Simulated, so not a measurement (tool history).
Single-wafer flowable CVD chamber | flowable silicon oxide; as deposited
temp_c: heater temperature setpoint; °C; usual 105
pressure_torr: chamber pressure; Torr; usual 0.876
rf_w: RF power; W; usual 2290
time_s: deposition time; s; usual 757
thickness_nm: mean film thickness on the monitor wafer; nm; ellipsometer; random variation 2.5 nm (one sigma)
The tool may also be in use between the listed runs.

| run | day | temp_c | pressure_torr | rf_w | time_s | wafers since the last listed run | hours since the last thermocouple change | hours since the last RF generator calibration | hours since the last manometer calibration | hours since the showerhead was replaced | hours since the gauge calibration | read-back reference wafer on the same gauge, thickness_nm | thickness_nm |
|---|---|---|---|---|---|---|---|---|---|---|---|---|---|
| 1 | 0.000 | 105 | 0.876 | 2290 | 757 | 0 | 1542.1 | 1557.2 | 2300.3 | 4073.3 | 1197.5 | 380.562 | 418.337 |
| 2 | 2.700 | 105 | 0.876 | 2290 | 862 | 148 | 1606.9 | 1622.0 | 2365.1 | 4138.1 | 1262.3 | 381.033 | 475.284 |
| 3 | 5.954 | 105 | 0.876 | 2290 | 757 | 178 | 1685.0 | 1700.1 | 2443.2 | 4216.2 | 1340.4 | 380.678 | 419.530 |
|  | 7.375 | capacitance manometer re-zeroed and calibrated |
|  | 7.667 | RF generator calibrated |
| 4 | 10.112 | 105 | 0.876 | 2290 | 757 | 193 | 1784.8 | 58.7 | 65.7 | 4316.0 | 1440.2 | 380.996 | 463.257 |
| 5 | 11.929 | 105 | 0.876 | 2290 | 757 | 99 | 1828.4 | 102.3 | 109.3 | 4359.6 | 1483.8 | 380.817 | 459.426 |
| 6 | 14.612 | 105 | 0.876 | 2290 | 757 | 147 | 1892.8 | 166.7 | 173.7 | 4424.0 | 1548.2 | 380.689 | 458.044 |
| 7 | 16.308 | 105 | 0.876 | 2290 | 757 | 93 | 1933.5 | 207.4 | 214.4 | 4464.7 | 1588.9 | 381.144 | 458.939 |
| 8 | 20.125 | 105 | 0.876 | 2290 | 640 | 209 | 2025.1 | 299.0 | 306.0 | 4556.3 | 1680.5 | 380.727 | 383.739 |
| 9 | 22.017 | 105 | 0.876 | 2290 | 640 | 103 | 2070.5 | 344.4 | 351.4 | 4601.7 | 1725.9 | 381.014 | 385.292 |
| 10 | 23.975 | 112 | 0.876 | 2290 | 757 | 107 | 2117.5 | 391.4 | 398.4 | 4648.7 | 1772.9 | 380.940 | 350.800 |
| 11 | 26.521 | 112 | 0.876 | 2290 | 757 | 139 | 2178.6 | 452.5 | 459.5 | 4709.8 | 1834.0 | 381.437 | 347.926 |
| 12 | 28.483 | 105 | 0.876 | 2460 | 757 | 107 | 2225.7 | 499.6 | 506.6 | 4756.9 | 1881.1 | 381.008 | 455.879 |
| 13 | 30.029 | 105 | 0.789 | 2290 | 757 | 84 | 2262.8 | 536.7 | 543.7 | 4794.0 | 1918.2 | 380.590 | 400.563 |
| 14 | 33.692 | 105 | 0.790 | 1950 | 757 | 201 | 2350.7 | 624.6 | 631.6 | 4881.9 | 2006.1 | 380.666 | 396.464 |
| 15 | 36.262 | 105 | 0.876 | 2290 | 838 | 141 | 2412.4 | 686.3 | 693.3 | 4943.6 | 2067.8 | 381.374 | 500.199 |
| 16 | 37.938 | 110 | 0.876 | 1885 | 620 | 91 | 2452.6 | 726.5 | 733.5 | 4983.8 | 2108.0 | 381.081 | 293.733 |
| 17 | 41.850 | 105 | 0.876 | 2290 | 757 | 214 | 2546.5 | 820.4 | 827.4 | 5077.7 | 2201.9 | 380.346 | 446.987 |
| 18 | 43.421 | 99 | 0.876 | 2290 | 676 | 86 | 2584.2 | 858.1 | 865.1 | 5115.4 | 2239.6 | 381.077 | 503.537 |
|  | 44.312 | gauge calibrated |
|  | 45.512 | thermocouple changed; heater temperature recalibrated |
| 19 | 46.850 | 105 | 1.084 | 2290 | 890 | 169 | 32.1 | 940.4 | 947.4 | 5197.7 | 60.9 | 381.155 | 623.402 |
|  | 47.342 | showerhead replaced |
| 20 | 48.683 | 117 | 0.876 | 2290 | 883 | 82 | 76.1 | 984.4 | 991.4 | 32.2 | 104.9 | 381.438 | 320.819 |
| 21 | 51.842 | 105 | 0.795 | 2290 | 701 | 173 | 151.9 | 1060.2 | 1067.2 | 108.0 | 180.7 | 380.820 | 360.675 |
| 22 | 54.979 | 111 | 0.876 | 2105 | 684 | 172 | 227.2 | 1135.5 | 1142.5 | 183.3 | 256.0 | 381.389 | 306.555 |
| 23 | 59.333 | 98 | 0.689 | 2695 | 696 | 239 | 331.7 | 1240.0 | 1247.0 | 287.8 | 360.5 | 380.591 | 411.359 |
| 24 | 61.179 | 105 | 0.876 | 2630 | 678 | 101 | 376.0 | 1284.3 | 1291.3 | 332.1 | 404.8 | 380.901 | 385.133 |
| 25 | 64.346 | 114 | 0.692 | 2425 | 680 | 173 | 452.0 | 1360.3 | 1367.3 | 408.1 | 480.8 | 380.994 | 219.222 |
| 26 | 67.167 | 105 | 0.795 | 2290 | 701 | 154 | 519.7 | 1428.0 | 1435.0 | 475.8 | 548.5 | 380.691 | 359.112 |
| 27 | 71.196 | 105 | 0.876 | 1885 | 804 | 221 | 616.4 | 1524.7 | 1531.7 | 572.5 | 645.2 | 380.802 | 439.009 |
| 28 | 73.725 | 118 | 0.746 | 2655 | 679 | 138 | 677.1 | 1585.4 | 1592.4 | 633.2 | 705.9 | 381.324 | 207.174 |
|  | 74.412 | RF generator calibrated |
| 29 | 75.658 | 105 | 0.876 | 2290 | 757 | 87 | 723.5 | 29.9 | 1638.8 | 679.6 | 752.3 | 381.102 | 427.478 |

How the hidden state differs across the entries between the runs, from the last listed run before each to the first after it:
Between runs 3 and 4: capacitance manometer re-zeroed and calibrated (day 7.375); RF generator calibrated (day 7.667)
  wafer temperature above the value expected at the setpoint (K): -0.661 -> -0.694; true pressure above the setpoint (%): -8.22 -> 0.905
  measured less the result without the state, thickness_nm: -26.673 -> +16.137 nm
Between runs 18 and 19: gauge calibrated (day 44.312); thermocouple changed; heater temperature recalibrated (day 45.512)
  wafer temperature above the value expected at the setpoint (K): -0.96 -> 0.124; true pressure above the setpoint (%): -3.18 -> -3.42
  measured less the result without the state, thickness_nm: +1.470 -> -24.293 nm
Between runs 19 and 20: showerhead replaced (day 47.342)
  wafer temperature above the value expected at the setpoint (K): 0.124 -> 0.109; true pressure above the setpoint (%): -3.42 -> -3.54
  measured less the result without the state, thickness_nm: -24.293 -> -13.232 nm
Between runs 28 and 29: RF generator calibrated (day 74.412)
  wafer temperature above the value expected at the setpoint (K): -0.0907 -> -0.106; true pressure above the setpoint (%): -4.7 -> -4.76
  measured less the result without the state, thickness_nm: -10.030 -> -19.912 nm

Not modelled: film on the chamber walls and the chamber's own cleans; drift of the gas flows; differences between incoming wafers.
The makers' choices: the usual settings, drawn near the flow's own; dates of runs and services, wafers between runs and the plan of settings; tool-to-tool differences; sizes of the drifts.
